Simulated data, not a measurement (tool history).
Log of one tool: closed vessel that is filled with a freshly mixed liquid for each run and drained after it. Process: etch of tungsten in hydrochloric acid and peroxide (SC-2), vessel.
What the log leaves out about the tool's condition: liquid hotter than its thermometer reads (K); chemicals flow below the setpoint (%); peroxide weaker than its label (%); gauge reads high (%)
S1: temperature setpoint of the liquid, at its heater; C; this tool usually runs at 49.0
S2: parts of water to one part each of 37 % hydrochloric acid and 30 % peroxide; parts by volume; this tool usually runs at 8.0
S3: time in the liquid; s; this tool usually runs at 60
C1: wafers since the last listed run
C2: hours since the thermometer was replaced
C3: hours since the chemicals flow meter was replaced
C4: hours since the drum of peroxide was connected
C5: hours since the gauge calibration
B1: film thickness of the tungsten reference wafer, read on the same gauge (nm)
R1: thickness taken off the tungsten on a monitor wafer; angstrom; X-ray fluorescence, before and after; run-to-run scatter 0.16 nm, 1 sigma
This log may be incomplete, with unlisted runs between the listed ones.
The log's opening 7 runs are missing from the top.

run     day    S1    S2  S3     C1      C2     C3     C4      C5     B1     R1
  8  19.146  49.0   8.0  60   5651  1873.0  543.0  210.1   289.0  89.99  206.5
     29.071  -- new drum of peroxide connected
  9  31.525  49.0   8.0  60  37602  2170.1  840.1   58.9   586.1  90.01  194.0
     34.271  -- chemicals flow meter replaced
 10  35.946  49.0   8.0  60  13346  2276.2   40.2  165.0   692.2  89.93  218.2
 11  38.646  51.5   8.0  60   8229  2341.0  105.0  229.8   757.0  89.99  257.0
 12  41.929  51.5   8.0  60  10006  2419.8  183.8  308.6   835.8  89.97  257.4
 13  44.438  51.5   8.0  60   7644  2480.0  244.0  368.8   896.0  89.95  252.4
 14  46.171  49.0   8.0  60   5282  2521.6  285.6  410.4   937.6  90.00  211.2
     46.775  -- new drum of peroxide connected
 15  50.179  49.0   8.0  60  12089  2617.8  381.8   81.7  1033.8  90.05  213.1
     51.521  -- thermometer replaced
 16  52.733  49.0   8.0  60   7657    29.1  443.1  143.0  1095.1  89.99  212.0
 17  56.921  46.0   8.0  60  12762   129.6  543.6  243.5  1195.6  90.00  169.0
 18  60.542  49.0   8.0  60  11035   216.5  630.5  330.4  1282.5  90.03  206.5
     62.129  -- gauge calibrated
     63.183  -- new drum of peroxide connected
 19  64.783  49.0   8.0  60  12800   318.3  732.3   38.4    63.7  89.99  200.8
 20  67.650  56.0   8.0  60   8737   387.1  801.1  107.2   132.5  89.99  318.7
 21  71.917  56.5   8.0  85  13003   489.5  903.5  209.6   234.9  90.00  451.0
     72.204  -- chemicals flow meter replaced
 22  75.104  49.0   4.5  60   9587   566.0   69.6  286.1   311.4  89.95  338.6
 23  78.771  49.0  12.0  70  11175   654.0  157.6  374.1   399.4  90.00  182.0
 24  80.417  49.0   8.0  60   5016   693.5  197.1  413.6   438.9  90.06  217.5
     80.833  -- new drum of peroxide connected
 25  83.075  58.5   8.0  85   7975   757.3  260.9   53.8   502.7  89.98  558.9
 26  84.771  56.0  11.0  80   5168   798.0  301.6   94.5   543.4  89.99  346.1
 27  87.579  53.5   8.0  60   8559   865.4  369.0  161.9   610.8  90.02  287.8
 28  90.317  49.0   8.0  60   8343   931.1  434.7  227.6   676.5  89.99  212.2
 29  92.325  54.5   6.5  35   6120   979.3  482.9  275.8   724.7  90.00  208.0
 30  96.012  49.0   8.0  60  11238  1067.8  571.4  364.3   813.2  90.00  209.6

Each row is a separate what-if for the run after 30, all from the same tool condition, not one after another. Results?
  A  96.042  49.0  12.0  60  88  1068.5  572.1  365.0  813.9   ?   ?
  B  96.042  43.5  10.5  60  88  1068.5  572.1  365.0  813.9   ?   ?
  C  96.042  55.5   7.0  45  88  1068.5  572.1  365.0  813.9   ?   ?
  D  96.042  56.5   8.0  60  88  1068.5  572.1  365.0  813.9   ?   ?

run     B1     R1
  A  90.01  147.8
  B  90.01  113.9
  C  90.01  266.2
  D  90.01  340.0
Had the tool no hidden state, the same runs would have come out as:
run     R1
  A  159.1
  B  122.4
  C  284.7
  D  364.3

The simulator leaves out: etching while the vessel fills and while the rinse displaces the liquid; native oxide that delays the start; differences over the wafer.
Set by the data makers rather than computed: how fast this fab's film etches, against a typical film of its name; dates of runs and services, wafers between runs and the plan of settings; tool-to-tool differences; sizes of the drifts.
